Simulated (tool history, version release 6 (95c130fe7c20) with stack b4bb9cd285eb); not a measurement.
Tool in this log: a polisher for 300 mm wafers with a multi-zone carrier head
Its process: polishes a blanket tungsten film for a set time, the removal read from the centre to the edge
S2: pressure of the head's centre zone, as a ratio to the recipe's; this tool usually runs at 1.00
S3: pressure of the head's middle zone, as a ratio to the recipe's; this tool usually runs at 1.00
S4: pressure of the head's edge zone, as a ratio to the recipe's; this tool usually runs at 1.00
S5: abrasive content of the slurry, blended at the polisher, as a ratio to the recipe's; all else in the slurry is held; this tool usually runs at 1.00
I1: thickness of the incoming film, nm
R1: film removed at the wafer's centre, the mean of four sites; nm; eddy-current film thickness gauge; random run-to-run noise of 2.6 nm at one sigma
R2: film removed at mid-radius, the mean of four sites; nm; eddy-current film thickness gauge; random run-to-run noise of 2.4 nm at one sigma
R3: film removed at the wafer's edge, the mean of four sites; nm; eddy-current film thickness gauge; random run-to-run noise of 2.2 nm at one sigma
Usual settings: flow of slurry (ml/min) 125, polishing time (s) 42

{"run": 1, "hour": 0.0, "flow of slurry (ml/min)": 125, "S2": 1.0, "S3": 1.0, "S4": 1.0, "S5": 1.0, "polishing time (s)": 42, "I1": 652.2, "R1": 158.9, "R2": 164.0, "R3": 164.7}
{"run": 2, "hour": 44.3, "flow of slurry (ml/min)": 125, "S2": 1.08, "S3": 1.0, "S4": 1.0, "S5": 1.0, "polishing time (s)": 42, "I1": 651.4, "R1": 174.6, "R2": 158.1, "R3": 161.6}
{"run": 3, "hour": 108.1, "flow of slurry (ml/min)": 125, "S2": 1.08, "S3": 1.0, "S4": 1.0, "S5": 1.0, "polishing time (s)": 42, "I1": 656.3, "R1": 174.3, "R2": 162.8, "R3": 164.0}
{"hour": 120.8, "done": "worn pad replaced by a new one"}
{"run": 4, "hour": 159.3, "flow of slurry (ml/min)": 125, "S2": 1.0, "S3": 1.0, "S4": 1.0, "S5": 0.9, "polishing time (s)": 42, "I1": 642.8, "R1": 163.0, "R2": 163.6, "R3": 165.9}
{"run": 5, "hour": 202.2, "flow of slurry (ml/min)": 125, "S2": 1.0, "S3": 1.0, "S4": 1.0, "S5": 0.9, "polishing time (s)": 42, "I1": 645.5, "R1": 155.6, "R2": 156.6, "R3": 159.5}
{"run": 6, "hour": 236.8, "flow of slurry (ml/min)": 125, "S2": 1.0, "S3": 1.0, "S4": 1.08, "S5": 1.0, "polishing time (s)": 42, "I1": 642.9, "R1": 156.6, "R2": 160.3, "R3": 171.4}
{"run": 7, "hour": 276.9, "flow of slurry (ml/min)": 125, "S2": 1.0, "S3": 1.0, "S4": 1.08, "S5": 1.0, "polishing time (s)": 42, "I1": 658.0, "R1": 157.2, "R2": 162.4, "R3": 164.0}
{"run": 8, "hour": 308.4, "flow of slurry (ml/min)": 125, "S2": 0.91, "S3": 1.0, "S4": 1.0, "S5": 1.0, "polishing time (s)": 42, "I1": 651.1, "R1": 142.1, "R2": 163.1, "R3": 157.5}
{"hour": 324.6, "done": "worn pad replaced by a new one"}
{"run": 9, "hour": 349.8, "flow of slurry (ml/min)": 125, "S2": 1.0, "S3": 1.0, "S4": 1.0, "S5": 1.0, "polishing time (s)": 42, "I1": 647.3, "R1": 170.9, "R2": 169.8, "R3": 172.8}
{"run": 10, "hour": 410.8, "flow of slurry (ml/min)": 125, "S2": 1.0, "S3": 1.0, "S4": 1.0, "S5": 1.0, "polishing time (s)": 42, "I1": 657.0, "R1": 161.5, "R2": 160.4, "R3": 160.5}
{"hour": 455.3, "done": "slurry nozzle cleaned"}
{"run": 11, "hour": 470.5, "flow of slurry (ml/min)": 100, "S2": 1.0, "S3": 1.0, "S4": 1.0, "S5": 1.0, "polishing time (s)": 42, "I1": 656.4, "R1": 144.8, "R2": 150.9, "R3": 152.3}
{"hour": 492.6, "done": "edge zone pressure recalibrated"}
{"hour": 505.9, "done": "worn pad replaced by a new one"}
{"run": 12, "hour": 532.7, "flow of slurry (ml/min)": 125, "S2": 1.0, "S3": 1.0, "S4": 1.0, "S5": 1.0, "polishing time (s)": 42, "I1": 647.0, "R1": 175.6, "R2": 172.2, "R3": 176.7}
{"run": 13, "hour": 591.2, "flow of slurry (ml/min)": 140, "S2": 1.06, "S3": 0.91, "S4": 1.0, "S5": 1.0, "polishing time (s)": 56, "I1": 653.0, "R1": 236.7, "R2": 212.7, "R3": 230.3}
{"run": 14, "hour": 619.9, "flow of slurry (ml/min)": 155, "S2": 1.0, "S3": 1.0, "S4": 1.0, "S5": 1.0, "polishing time (s)": 42, "I1": 655.6, "R1": 171.5, "R2": 167.5, "R3": 173.6}
{"hour": 644.6, "done": "carrier head's membrane replaced by a new one"}
{"hour": 674.3, "done": "centre zone pressure recalibrated"}
{"run": 15, "hour": 684.3, "flow of slurry (ml/min)": 125, "S2": 1.0, "S3": 0.94, "S4": 0.89, "S5": 0.75, "polishing time (s)": 35, "I1": 651.4, "R1": 116.2, "R2": 117.3, "R3": 114.9}
{"run": 16, "hour": 709.1, "flow of slurry (ml/min)": 110, "S2": 1.0, "S3": 1.0, "S4": 1.0, "S5": 1.0, "polishing time (s)": 42, "I1": 654.9, "R1": 151.0, "R2": 154.4, "R3": 156.5}
{"hour": 727.4, "done": "worn pad replaced by a new one"}
{"run": 17, "hour": 738.5, "flow of slurry (ml/min)": 125, "S2": 1.0, "S3": 1.0, "S4": 1.0, "S5": 1.0, "polishing time (s)": 42, "I1": 652.8, "R1": 170.8, "R2": 178.7, "R3": 175.2}
{"run": 18, "hour": 791.2, "flow of slurry (ml/min)": 125, "S2": 1.0, "S3": 0.94, "S4": 0.95, "S5": 1.25, "polishing time (s)": 36, "I1": 654.4, "R1": 148.4, "R2": 145.5, "R3": 148.4}
{"run": 19, "hour": 841.5, "flow of slurry (ml/min)": 125, "S2": 1.0, "S3": 1.0, "S4": 1.0, "S5": 1.0, "polishing time (s)": 42, "I1": 659.1, "R1": 163.0, "R2": 164.8, "R3": 159.2}
{"run": 20, "hour": 912.6, "flow of slurry (ml/min)": 170, "S2": 1.04, "S3": 1.0, "S4": 1.0, "S5": 1.1, "polishing time (s)": 27, "I1": 663.0, "R1": 118.6, "R2": 112.6, "R3": 109.0}

Pick out some run-to-run changes in R1. Of each, how much would a tool without hidden state show as well, from the settings, what came in and chance, and how much is left for the hidden state and any gauge scatter not in both results compared?
Hidden state at play: removal rate lost through wear of the pad, %; slurry flow missing at the pad, %; deviation of the centre zone's pressure from its setpoint, %; deviation of the edge zone's pressure from its setpoint, %.
Run 12 -> 13: flow of slurry (ml/min) 125 -> 140, S2 1.00 -> 1.06, S3 1.00 -> 0.91, polishing time (s) 42 -> 56. R1 +61.1 nm: hidden state -16.3, all else +77.4.
Run 13 -> 14: flow of slurry (ml/min) 140 -> 155, S2 1.06 -> 1.00, S3 0.91 -> 1.00, polishing time (s) 56 -> 42. R1 -65.2 nm: hidden state +4.1, all else -69.3.
Run 16 -> 17: flow of slurry (ml/min) 110 -> 125, worn pad replaced by a new one. R1 +19.8 nm: hidden state +16.0, all else +3.8.
